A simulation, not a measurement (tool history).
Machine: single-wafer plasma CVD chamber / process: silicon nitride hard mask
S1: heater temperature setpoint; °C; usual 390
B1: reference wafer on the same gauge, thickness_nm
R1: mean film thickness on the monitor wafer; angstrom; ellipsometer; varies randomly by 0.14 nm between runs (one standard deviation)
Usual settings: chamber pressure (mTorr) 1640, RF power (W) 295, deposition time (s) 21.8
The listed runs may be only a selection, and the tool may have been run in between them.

{"run": 1, "hour": 0.0, "S1": 390, "chamber pressure (mTorr)": 1640, "RF power (W)": 295, "deposition time (s)": 21.8, "B1": 25.692, "R1": 216.32}
{"run": 2, "hour": 9.7, "S1": 378, "chamber pressure (mTorr)": 1640, "RF power (W)": 330, "deposition time (s)": 21.8, "B1": 25.691, "R1": 241.47}
{"run": 3, "hour": 16.0, "S1": 378, "chamber pressure (mTorr)": 1640, "RF power (W)": 330, "deposition time (s)": 21.8, "B1": 25.684, "R1": 240.89}
{"run": 4, "hour": 22.2, "S1": 390, "chamber pressure (mTorr)": 1540, "RF power (W)": 295, "deposition time (s)": 25, "B1": 25.709, "R1": 245.66}
{"run": 5, "hour": 60.5, "S1": 390, "chamber pressure (mTorr)": 1540, "RF power (W)": 295, "deposition time (s)": 25, "B1": 25.651, "R1": 241.27}
{"run": 6, "hour": 67.6, "S1": 390, "chamber pressure (mTorr)": 1540, "RF power (W)": 295, "deposition time (s)": 25, "B1": 25.692, "R1": 243.98}
{"run": 7, "hour": 77.4, "S1": 394, "chamber pressure (mTorr)": 1640, "RF power (W)": 315, "deposition time (s)": 21.8, "B1": 25.721, "R1": 230.71}
{"run": 8, "hour": 88.2, "S1": 394, "chamber pressure (mTorr)": 1640, "RF power (W)": 315, "deposition time (s)": 21.8, "B1": 25.675, "R1": 227.84}
{"hour": 97.9, "done": "showerhead replaced, of another model than before"}
{"hour": 101.6, "done": "RF generator calibrated"}
{"run": 9, "hour": 102.1, "S1": 394, "chamber pressure (mTorr)": 1640, "RF power (W)": 315, "deposition time (s)": 21.8, "B1": 25.706, "R1": 241.75}
{"run": 10, "hour": 109.8, "S1": 390, "chamber pressure (mTorr)": 1640, "RF power (W)": 295, "deposition time (s)": 21.8, "B1": 25.741, "R1": 235.48}
{"run": 11, "hour": 117.3, "S1": 390, "chamber pressure (mTorr)": 1640, "RF power (W)": 295, "deposition time (s)": 21.8, "B1": 25.692, "R1": 233.72}
{"hour": 128.3, "done": "capacitance manometer re-zeroed and calibrated"}
{"run": 12, "hour": 134.1, "S1": 390, "chamber pressure (mTorr)": 1640, "RF power (W)": 295, "deposition time (s)": 21.8, "B1": 25.726, "R1": 233.65}
{"run": 13, "hour": 142.3, "S1": 386, "chamber pressure (mTorr)": 1640, "RF power (W)": 245, "deposition time (s)": 23.6, "B1": 25.737, "R1": 228.41}
{"run": 14, "hour": 158.6, "S1": 390, "chamber pressure (mTorr)": 1640, "RF power (W)": 310, "deposition time (s)": 19.2, "B1": 25.668, "R1": 209.64}
{"hour": 184.6, "done": "gauge calibrated"}
{"run": 15, "hour": 193.0, "S1": 390, "chamber pressure (mTorr)": 1640, "RF power (W)": 295, "deposition time (s)": 21.8, "B1": 25.709, "R1": 231.11}
{"run": 16, "hour": 204.6, "S1": 390, "chamber pressure (mTorr)": 1830, "RF power (W)": 295, "deposition time (s)": 18, "B1": 25.73, "R1": 197.23}
{"run": 17, "hour": 212.0, "S1": 378, "chamber pressure (mTorr)": 1640, "RF power (W)": 330, "deposition time (s)": 21.8, "B1": 25.705, "R1": 246.43}
{"run": 18, "hour": 218.1, "S1": 390, "chamber pressure (mTorr)": 1640, "RF power (W)": 260, "deposition time (s)": 21.8, "B1": 25.678, "R1": 218.14}
{"hour": 233.3, "done": "thermocouple changed; heater temperature recalibrated"}
{"run": 19, "hour": 233.9, "S1": 396, "chamber pressure (mTorr)": 1640, "RF power (W)": 280, "deposition time (s)": 23.8, "B1": 25.733, "R1": 247.14}
{"run": 20, "hour": 242.3, "S1": 376, "chamber pressure (mTorr)": 1640, "RF power (W)": 295, "deposition time (s)": 21.8, "B1": 25.706, "R1": 231.87}
{"run": 21, "hour": 251.1, "S1": 390, "chamber pressure (mTorr)": 1640, "RF power (W)": 295, "deposition time (s)": 21.8, "B1": 25.686, "R1": 230.32}
{"run": 22, "hour": 264.2, "S1": 394, "chamber pressure (mTorr)": 1450, "RF power (W)": 325, "deposition time (s)": 26, "B1": 25.731, "R1": 277.17}
{"run": 23, "hour": 273.6, "S1": 390, "chamber pressure (mTorr)": 1640, "RF power (W)": 295, "deposition time (s)": 21.8, "B1": 25.698, "R1": 230.31}
{"run": 24, "hour": 290.9, "S1": 390, "chamber pressure (mTorr)": 1440, "RF power (W)": 295, "deposition time (s)": 21.8, "B1": 25.652, "R1": 219.01}
{"run": 25, "hour": 305.4, "S1": 398, "chamber pressure (mTorr)": 1490, "RF power (W)": 255, "deposition time (s)": 21.8, "B1": 25.676, "R1": 207.4}

Here are 5 independent what-if runs from the current tool condition. What would each one return?
{"run": "A", "hour": 305.8, "S1": 390, "chamber pressure (mTorr)": 1640, "RF power (W)": 295, "deposition time (s)": 21.8, "B1": "?", "R1": "?"}
{"run": "B", "hour": 305.8, "S1": 399, "chamber pressure (mTorr)": 1440, "RF power (W)": 295, "deposition time (s)": 25.2, "B1": "?", "R1": "?"}
{"run": "C", "hour": 305.8, "S1": 390, "chamber pressure (mTorr)": 1300, "RF power (W)": 335, "deposition time (s)": 21.8, "B1": "?", "R1": "?"}
{"run": "D", "hour": 305.8, "S1": 390, "chamber pressure (mTorr)": 1340, "RF power (W)": 315, "deposition time (s)": 21.8, "B1": "?", "R1": "?"}
{"run": "E", "hour": 305.8, "S1": 385, "chamber pressure (mTorr)": 2020, "RF power (W)": 350, "deposition time (s)": 18.1, "B1": "?", "R1": "?"}

run=A B1=25.703 R1=230.3
run=B B1=25.703 R1=253.26
run=C B1=25.703 R1=225.49
run=D B1=25.703 R1=221.25
run=E B1=25.703 R1=223.18
Stripped of hidden state, with their random variation kept, the same runs would have yielded:
run=A R1=236.25
run=B R1=259.81
run=C R1=231.14
run=D R1=226.83
run=E R1=228.66

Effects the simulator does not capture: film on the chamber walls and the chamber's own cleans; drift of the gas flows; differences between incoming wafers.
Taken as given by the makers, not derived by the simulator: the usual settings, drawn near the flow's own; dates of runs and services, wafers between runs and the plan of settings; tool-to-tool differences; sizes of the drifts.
